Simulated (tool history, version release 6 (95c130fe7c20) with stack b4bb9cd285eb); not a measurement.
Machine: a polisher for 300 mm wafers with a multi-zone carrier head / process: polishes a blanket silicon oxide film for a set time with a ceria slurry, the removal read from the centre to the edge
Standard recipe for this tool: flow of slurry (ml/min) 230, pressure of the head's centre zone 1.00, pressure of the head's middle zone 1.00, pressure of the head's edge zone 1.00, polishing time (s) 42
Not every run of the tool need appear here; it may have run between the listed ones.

run,hour,flow of slurry (ml/min),pressure of the head's centre zone,pressure of the head's middle zone,pressure of the head's edge zone,polishing time (s),"incoming thickness of the incoming film, nm",film removed at the wafer's centre (nm),film removed at mid-radius (nm),film removed at the wafer's edge (nm)
1,0.0,230,1.00,1.00,1.00,49,1337.1,189.4,204.8,204.0
2,7.8,230,1.00,1.00,1.00,42,1352.9,161.4,175.3,173.3
3,18.6,230,1.00,1.00,1.00,42,1364.8,161.0,171.2,175.5
# hour 28.3: worn pad replaced by a new one
4,35.8,230,1.00,1.00,1.00,42,1343.9,158.9,175.9,172.4
5,52.7,230,1.00,1.00,1.00,42,1345.1,160.3,177.7,173.4
6,60.5,230,1.00,1.00,1.00,42,1340.0,160.3,174.6,172.2
7,67.8,230,1.00,1.00,1.00,39,1369.8,145.7,161.7,159.7
8,75.1,180,1.00,1.00,1.00,38,1325.1,137.6,151.9,153.6
9,87.5,230,1.00,1.00,1.04,42,1330.3,158.0,171.6,176.2
# hour 113.4: centre zone pressure recalibrated
# hour 119.6: slurry nozzle cleaned
10,120.1,295,0.95,0.90,0.94,42,1363.1,168.9,163.9,173.9
11,125.7,230,1.00,1.08,1.00,42,1343.1,172.0,189.1,173.7
# hour 137.3: edge zone pressure recalibrated
12,137.8,230,1.10,1.00,1.00,42,1345.2,189.6,171.3,172.8
# hour 147.8: worn pad replaced by a new one
13,151.8,230,1.00,1.00,1.08,42,1342.4,175.2,173.1,180.8
14,161.3,230,1.05,1.00,1.00,42,1337.4,179.1,174.5,173.2
15,169.9,230,1.00,1.00,1.00,42,1366.7,174.0,174.3,175.5
16,178.5,200,1.09,1.00,0.96,42,1337.2,184.1,169.5,166.9
17,190.4,190,1.00,1.07,1.00,42,1350.7,167.0,180.7,172.1
18,204.3,230,1.00,1.00,1.07,42,1344.6,174.4,172.2,179.6
19,210.5,230,1.00,0.91,0.90,42,1357.5,168.7,162.7,166.7
20,225.5,230,1.00,1.04,1.00,42,1337.9,175.2,180.8,176.8
21,239.5,230,1.00,1.00,1.00,42,1311.4,174.3,175.8,174.8

State the hidden condition of the tool at each of the runs:
removal rate lost through wear of the pad, %: 0, the same for each run
slurry flow missing at the pad, %: 0, the same for each run
deviation of the edge zone's pressure from its setpoint, %: 0, the same for each run
H1: deviation of the centre zone's pressure from its setpoint, %
run,H1
1,-6.11
2,-6.31
3,-6.58
4,-7.02
5,-7.47
6,-7.68
7,-7.88
8,-8.09
9,-8.44
10,0.744
11,0.742
12,0.732
13,0.712
14,0.694
15,0.674
16,0.65
17,0.612
18,0.559
19,0.533
20,0.462
21,0.387
